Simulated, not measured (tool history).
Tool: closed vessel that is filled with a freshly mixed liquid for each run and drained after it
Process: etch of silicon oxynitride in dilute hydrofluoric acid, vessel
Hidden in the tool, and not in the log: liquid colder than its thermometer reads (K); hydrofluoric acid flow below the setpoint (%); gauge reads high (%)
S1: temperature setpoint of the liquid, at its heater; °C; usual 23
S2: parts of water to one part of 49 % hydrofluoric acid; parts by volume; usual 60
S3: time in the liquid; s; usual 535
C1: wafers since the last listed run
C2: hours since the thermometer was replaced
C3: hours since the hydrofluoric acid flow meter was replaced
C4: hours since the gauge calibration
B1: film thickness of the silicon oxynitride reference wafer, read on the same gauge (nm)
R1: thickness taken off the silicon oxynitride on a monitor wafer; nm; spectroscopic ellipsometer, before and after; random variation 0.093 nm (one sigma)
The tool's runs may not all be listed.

run   hour    S1  S2   S3    C1      C2      C3     C4      B1     R1
  1      0    23  60  535     0  1182.8    1434   59.7     120  19.96
  2   15.9    23  60  535   806  1198.7  1449.9   75.6  120.01  20.05
  3   38.5    23  60  750  1146  1221.3  1472.5   98.2     120  28.13
  4     60  19.5  60  325  1091  1242.8    1494  119.7  120.02  10.15
  5   89.1  19.5  60  325  1476  1271.9  1523.1  148.8  120.01  10.12
  6  117.9    23  60  685  1461  1300.7  1551.9  177.6  119.99  25.35
  7    132    23  60  685   715  1314.8    1566  191.7  119.99  25.37
  8  147.7    23  60  535   796  1330.5  1581.7  207.4  119.99  19.83
       178  -- thermometer replaced
  9  207.6    26  60  360  2989    29.6  1641.6  267.3  120.01  15.28
 10  231.5    23  60  685  1212    53.5  1665.5  291.2  119.99  25.19
     247.9  -- gauge calibrated
 11    263    23  60  535  1598      85    1697   15.1  120.01  19.63
 12  285.5    27  60  370  1141   107.5  1719.5   37.6     120  16.47
 13  318.6    25  60  535  1679   140.6  1752.6   70.7  120.02  21.45
     341.8  -- hydrofluoric acid flow meter replaced
 14  351.4  25.5  80  795  1613   173.4     9.6  103.5     120  27.44
 15  382.2    23  60  535  1563   204.2    40.4  134.3     120   22.3
 16  406.1  26.5  60  535  1212   228.1    64.3  158.2  119.98  26.32
 17    438    18  40  535  1618     260    96.2  190.1  120.01   26.2

The same runs without the tool's hidden state, with the same run-to-run variation:
run     R1
  1  22.58
  2  22.71
  3  31.93
  4  11.53
  5  11.53
  6  28.95
  7  29.02
  8  22.71
  9  17.59
 10  29.04
 11  22.69
 12   19.1
 13  24.93
 14  27.93
 15  22.74
 16  26.89
 17  26.81
